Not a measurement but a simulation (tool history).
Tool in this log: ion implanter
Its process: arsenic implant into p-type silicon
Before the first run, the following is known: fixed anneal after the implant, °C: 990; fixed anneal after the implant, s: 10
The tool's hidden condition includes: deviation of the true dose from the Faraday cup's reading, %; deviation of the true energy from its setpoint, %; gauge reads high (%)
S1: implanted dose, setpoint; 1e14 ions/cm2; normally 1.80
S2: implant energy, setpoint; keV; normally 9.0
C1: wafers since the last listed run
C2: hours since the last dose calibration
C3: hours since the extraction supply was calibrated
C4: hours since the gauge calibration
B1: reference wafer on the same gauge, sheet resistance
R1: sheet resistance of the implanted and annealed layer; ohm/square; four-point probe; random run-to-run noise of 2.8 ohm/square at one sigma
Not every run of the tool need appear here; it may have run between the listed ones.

run,hour,S1,S2,C1,C2,C3,C4,B1,R1
1,0.0,1.80,9.0,0,104.2,4100.9,1810.9,493.35,534.24
2,51.8,2.12,9.0,1169,156.0,4152.7,1862.7,492.42,472.27
3,147.9,2.12,9.0,2169,252.1,4248.8,1958.8,491.30,468.15
4,194.8,1.80,11.5,1058,299.0,4295.7,2005.7,492.01,509.43
5,233.6,1.80,11.5,875,337.8,4334.5,2044.5,492.94,515.21
# hour 338.1: extraction supply calibrated
6,338.6,1.80,11.5,2189,442.8,0.5,2149.5,491.78,506.54
# hour 365.9: gauge calibrated
7,402.8,1.80,9.5,1449,507.0,64.7,36.9,491.59,522.27
8,472.1,1.80,9.5,1564,576.3,134.0,106.2,493.01,523.48
9,576.1,1.80,7.5,2347,680.3,238.0,210.2,491.32,529.96
# hour 607.1: Faraday cup replaced and dose calibrated
10,639.3,1.80,7.5,1246,32.2,301.2,273.4,492.28,546.93
11,708.9,1.80,7.5,1571,101.8,370.8,343.0,491.26,545.51
12,798.8,1.80,9.0,2029,191.7,460.7,432.9,492.55,529.63
13,888.7,1.98,10.0,2029,281.6,550.6,522.8,492.24,484.85
14,949.7,1.28,11.0,1377,342.6,611.6,583.8,492.40,659.19
15,1033.2,1.51,9.0,1885,426.1,695.1,667.3,492.86,599.62
16,1131.1,1.80,9.0,2210,524.0,793.0,765.2,490.84,515.52
17,1220.0,1.51,9.0,2007,612.9,881.9,854.1,492.16,590.82
18,1370.6,1.47,6.0,3400,763.5,1032.5,1004.7,491.26,631.08
# hour 1394.4: Faraday cup replaced and dose calibrated
19,1453.6,1.46,9.0,1693,59.2,1115.5,1087.7,492.76,618.25
20,1548.9,1.58,7.5,2151,154.5,1210.8,1183.0,491.99,598.91
21,1621.1,1.63,12.0,1630,226.7,1283.0,1255.2,490.52,542.69
22,1658.2,1.80,9.0,837,263.8,1320.1,1292.3,493.25,526.39
23,1735.0,1.80,9.0,1733,340.6,1396.9,1369.1,492.86,529.39
24,1780.0,1.61,11.0,1015,385.6,1441.9,1414.1,491.97,551.89
25,1859.7,1.99,6.5,1799,465.3,1521.6,1493.8,491.71,501.85
26,1964.2,2.33,10.0,2359,569.8,1626.1,1598.3,492.50,426.07
27,2060.4,1.80,12.0,2171,666.0,1722.3,1694.5,491.43,497.59
28,2104.2,2.24,7.5,988,709.8,1766.1,1738.3,492.78,446.21
# hour 2167.5: Faraday cup replaced and dose calibrated
29,2168.0,2.07,11.0,1259,0.5,1829.9,1802.1,492.15,471.10
30,2222.2,1.51,11.0,1223,54.7,1884.1,1856.3,492.68,591.77
31,2284.5,1.45,10.0,1406,117.0,1946.4,1918.6,492.58,615.02
32,2337.1,1.42,7.0,1187,169.6,1999.0,1971.2,492.28,647.24
33,2399.3,2.08,11.5,1404,231.8,2061.2,2033.4,493.00,457.56
34,2480.6,1.38,11.5,1835,313.1,2142.5,2114.7,490.94,618.02
35,2735.1,2.12,7.0,5745,567.6,2397.0,2369.2,492.30,471.89
36,2807.3,1.80,9.0,1630,639.8,2469.2,2441.4,492.16,523.26

5 options for the next run, each taken on its own from the tool as it stands now. Forecast them:
A,2807.7,2.06,9.0,9,640.2,2469.6,2441.8,?,?
B,2807.7,1.34,9.0,9,640.2,2469.6,2441.8,?,?
C,2807.7,1.80,6.5,9,640.2,2469.6,2441.8,?,?
D,2807.7,1.99,12.0,9,640.2,2469.6,2441.8,?,?
E,2807.7,2.03,8.0,9,640.2,2469.6,2441.8,?,?

run,B1,R1
A,491.74,469.28
B,491.74,648.14
C,491.74,539.99
D,491.74,464.85
E,491.74,481.20
Had the tool no hidden state, the same runs would have come out as:
run,R1
A,482.98
B,666.91
C,555.86
D,478.32
E,495.27
